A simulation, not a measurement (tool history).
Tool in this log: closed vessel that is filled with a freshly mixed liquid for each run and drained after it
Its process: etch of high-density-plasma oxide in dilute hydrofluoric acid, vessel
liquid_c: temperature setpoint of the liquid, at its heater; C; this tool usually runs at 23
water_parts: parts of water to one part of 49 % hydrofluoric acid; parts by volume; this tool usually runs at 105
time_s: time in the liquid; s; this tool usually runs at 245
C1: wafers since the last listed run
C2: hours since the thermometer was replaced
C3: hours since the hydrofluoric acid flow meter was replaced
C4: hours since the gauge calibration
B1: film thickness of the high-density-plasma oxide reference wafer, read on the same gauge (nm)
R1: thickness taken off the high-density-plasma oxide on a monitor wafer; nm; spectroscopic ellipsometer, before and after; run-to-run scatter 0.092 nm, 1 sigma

run 1 hour=0 | liquid_c=23 water_parts=105 time_s=245 | C1=0 C2=910.3 C3=1153 C4=156.7 | B1=130 | R1=11.5
run 2 hour=30.9 | liquid_c=23 water_parts=105 time_s=245 | C1=1900 C2=941.2 C3=1183.9 C4=187.6 | B1=130.02 | R1=11.29
run 3 hour=137.9 | liquid_c=25 water_parts=125 time_s=245 | C1=6579 C2=1048.2 C3=1290.9 C4=294.6 | B1=129.99 | R1=9.79
run 4 hour=168.7 | liquid_c=25 water_parts=125 time_s=245 | C1=1894 C2=1079 C3=1321.7 C4=325.4 | B1=130.01 | R1=9.85
run 5 hour=201.1 | liquid_c=25 water_parts=125 time_s=245 | C1=1992 C2=1111.4 C3=1354.1 C4=357.8 | B1=130.01 | R1=9.83
run 6 hour=233.8 | liquid_c=23 water_parts=75 time_s=245 | C1=2010 C2=1144.1 C3=1386.8 C4=390.5 | B1=129.99 | R1=16.28
run 7 hour=265.6 | liquid_c=23 water_parts=105 time_s=245 | C1=1955 C2=1175.9 C3=1418.6 C4=422.3 | B1=130.01 | R1=11.13
run 8 hour=281 | liquid_c=23 water_parts=105 time_s=245 | C1=947 C2=1191.3 C3=1434 C4=437.7 | B1=129.97 | R1=11.2
run 9 hour=316.5 | liquid_c=23 water_parts=105 time_s=245 | C1=2183 C2=1226.8 C3=1469.5 C4=473.2 | B1=129.97 | R1=11.02
run 10 hour=338.4 | liquid_c=23 water_parts=105 time_s=245 | C1=1346 C2=1248.7 C3=1491.4 C4=495.1 | B1=130 | R1=11.08
run 11 hour=438.6 | liquid_c=23 water_parts=105 time_s=245 | C1=6161 C2=1348.9 C3=1591.6 C4=595.3 | B1=130 | R1=10.99
run 12 hour=460.6 | liquid_c=25 water_parts=55 time_s=115 | C1=1352 C2=1370.9 C3=1613.6 C4=617.3 | B1=129.99 | R1=11.31
-- hour=462.3 gauge calibrated
run 13 hour=486.3 | liquid_c=23 water_parts=105 time_s=245 | C1=1580 C2=1396.6 C3=1639.3 C4=24 | B1=129.99 | R1=10.81
-- hour=488.7 hydrofluoric acid flow meter replaced
run 14 hour=520.8 | liquid_c=21.5 water_parts=85 time_s=160 | C1=2060 C2=1431.1 C3=32.1 C4=58.5 | B1=130.01 | R1=9.24
-- hour=544.5 thermometer replaced
run 15 hour=545.1 | liquid_c=23 water_parts=105 time_s=245 | C1=1432 C2=0.6 C3=56.4 C4=82.8 | B1=129.99 | R1=11.88
run 16 hour=578.1 | liquid_c=23 water_parts=80 time_s=245 | C1=2029 C2=33.6 C3=89.4 C4=115.8 | B1=130.01 | R1=15.97
run 17 hour=603.4 | liquid_c=23 water_parts=105 time_s=245 | C1=1555 C2=58.9 C3=114.7 C4=141.1 | B1=129.99 | R1=11.71
run 18 hour=636.7 | liquid_c=26 water_parts=125 time_s=245 | C1=2047 C2=92.2 C3=148 C4=174.4 | B1=130.03 | R1=10.71
run 19 hour=656.3 | liquid_c=19.5 water_parts=105 time_s=245 | C1=1205 C2=111.8 C3=167.6 C4=194 | B1=130.03 | R1=10.09
run 20 hour=669.8 | liquid_c=23 water_parts=70 time_s=245 | C1=830 C2=125.3 C3=181.1 C4=207.5 | B1=130.01 | R1=18.21
run 21 hour=686.1 | liquid_c=23 water_parts=105 time_s=245 | C1=1002 C2=141.6 C3=197.4 C4=223.8 | B1=129.99 | R1=11.73
run 22 hour=702.4 | liquid_c=26 water_parts=105 time_s=245 | C1=1002 C2=157.9 C3=213.7 C4=240.1 | B1=130.01 | R1=13.14
run 23 hour=717.4 | liquid_c=27.5 water_parts=105 time_s=370 | C1=922 C2=172.9 C3=228.7 C4=255.1 | B1=129.99 | R1=20.94

Branching from run 23: 4 alternative next runs. What would each branch give?
run A hour=718.1 | liquid_c=23 water_parts=105 time_s=335 | C1=43 C2=173.6 C3=229.4 C4=255.8 | B1=? | R1=?
run B hour=718.1 | liquid_c=21.5 water_parts=65 time_s=175 | C1=43 C2=173.6 C3=229.4 C4=255.8 | B1=? | R1=?
run C hour=718.1 | liquid_c=21 water_parts=105 time_s=245 | C1=43 C2=173.6 C3=229.4 C4=255.8 | B1=? | R1=?
run D hour=718.1 | liquid_c=23 water_parts=85 time_s=245 | C1=43 C2=173.6 C3=229.4 C4=255.8 | B1=? | R1=?

run=A B1=129.99 R1=16
run=B B1=129.99 R1=13.35
run=C B1=129.99 R1=10.8
run=D B1=129.99 R1=14.82
Had the tool no hidden state, the same runs would have come out as:
run=A R1=16.8
run=B R1=13.99
run=C R1=11.33
run=D R1=15.54
